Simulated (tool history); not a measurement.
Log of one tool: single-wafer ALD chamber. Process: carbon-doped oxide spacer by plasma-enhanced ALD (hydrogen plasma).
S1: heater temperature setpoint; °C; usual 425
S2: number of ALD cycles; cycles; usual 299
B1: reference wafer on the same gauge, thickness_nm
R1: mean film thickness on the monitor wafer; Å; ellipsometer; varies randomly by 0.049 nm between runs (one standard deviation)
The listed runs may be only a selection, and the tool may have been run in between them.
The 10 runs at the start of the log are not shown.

run      day   S1   S2      B1      R1
 11   31.579  425  337  13.496  147.13
 12   34.229  425  299  13.498  130.74
 13   37.633  425  299  13.508  129.94
 14   39.883  425  299  13.505  129.84
 15   43.208  420  269  13.498  119.59
 16   44.762  420  269  13.505  118.78
 17   48.808  425  328  13.496  143.15
 18     50.6  425  299  13.503  130.33
 19   52.608  425  299  13.506  129.69
 20   56.112  425  299  13.503  130.37
 21   60.521  425  299  13.504   130.3
 22   62.617  437  245  13.501  101.75
 23   66.346  425  299  13.502   130.2
      68.971  -- gauge calibrated
 24   69.221  421  299  13.495  131.66
 25   72.321  415  263  13.506  118.23
 26   76.346  410  340  13.493  154.68
 27   78.479  437  245  13.503  102.08
 28   80.158  425  299  13.502  130.45
      82.642  -- thermocouple changed; heater temperature recalibrated
 29   84.067  425  343  13.506  152.47
 30    93.75  437  327  13.498  137.16
 31   96.646  415  240  13.496  109.52
 32  101.075  433  299  13.496  128.19

Run 33 comes next. What will it give?
 33  104.288  425  299   ?   ?

B1: 13.5
R1: 132.05 Å
Without the tool's hidden state the same run would have given R1 133.48 Å.

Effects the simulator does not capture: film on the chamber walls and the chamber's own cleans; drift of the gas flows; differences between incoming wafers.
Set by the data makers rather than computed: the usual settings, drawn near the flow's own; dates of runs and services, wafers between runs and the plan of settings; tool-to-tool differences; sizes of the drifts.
